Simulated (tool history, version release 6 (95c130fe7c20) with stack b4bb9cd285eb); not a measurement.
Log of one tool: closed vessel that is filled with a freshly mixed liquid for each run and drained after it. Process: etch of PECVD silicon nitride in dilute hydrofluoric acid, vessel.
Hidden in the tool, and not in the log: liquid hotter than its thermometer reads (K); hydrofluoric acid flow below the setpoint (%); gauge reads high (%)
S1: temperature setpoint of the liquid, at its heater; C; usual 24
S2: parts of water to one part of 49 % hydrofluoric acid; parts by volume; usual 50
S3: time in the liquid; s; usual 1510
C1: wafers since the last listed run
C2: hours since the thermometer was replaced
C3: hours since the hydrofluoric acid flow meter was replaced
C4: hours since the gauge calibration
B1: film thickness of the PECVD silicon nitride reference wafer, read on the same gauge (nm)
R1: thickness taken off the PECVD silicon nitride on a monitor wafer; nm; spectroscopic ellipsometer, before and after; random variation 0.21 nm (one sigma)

run 1 day=0 | S1=24 S2=50 S3=1510 | C1=0 C2=1147.8 C3=831.5 C4=280.3 | B1=80.01 | R1=43.65
run 2 day=1.192 | S1=24 S2=50 S3=1510 | C1=1471 C2=1176.4 C3=860.1 C4=308.9 | B1=80.02 | R1=43
run 3 day=3.183 | S1=24 S2=50 S3=1510 | C1=2459 C2=1224.2 C3=907.9 C4=356.7 | B1=80 | R1=42.82
run 4 day=4.538 | S1=24 S2=50 S3=1510 | C1=1672 C2=1256.7 C3=940.4 C4=389.2 | B1=80 | R1=42.8
run 5 day=5.354 | S1=24 S2=50 S3=1510 | C1=1008 C2=1276.3 C3=960 C4=408.8 | B1=80.03 | R1=42.85
-- day=6.192 gauge calibrated
run 6 day=7.396 | S1=24 S2=50 S3=1510 | C1=2521 C2=1325.3 C3=1009 C4=28.9 | B1=80.03 | R1=42.49
-- day=7.758 thermometer replaced
run 7 day=7.996 | S1=24 S2=50 S3=1510 | C1=689 C2=5.7 C3=1023.4 C4=43.3 | B1=79.97 | R1=42.6
run 8 day=9.012 | S1=24 S2=50 S3=1510 | C1=1255 C2=30.1 C3=1047.8 C4=67.7 | B1=79.98 | R1=42.57
run 9 day=9.575 | S1=22 S2=50 S3=1510 | C1=694 C2=43.6 C3=1061.3 C4=81.2 | B1=79.97 | R1=37.21
run 10 day=11 | S1=24 S2=70 S3=2080 | C1=1759 C2=77.8 C3=1095.5 C4=115.4 | B1=79.99 | R1=42.01

The next listed run, before its measurement:
-- day=11.542 hydrofluoric acid flow meter replaced
run 11 day=12.033 | S1=27 S2=65 S3=2365 | C1=1224 C2=102.6 C3=11.8 C4=140.2 | B1=? | R1=?

B1: 79.99
R1: 69.34 nm
Without the tool's hidden state the same run would have given R1 70.18 nm.
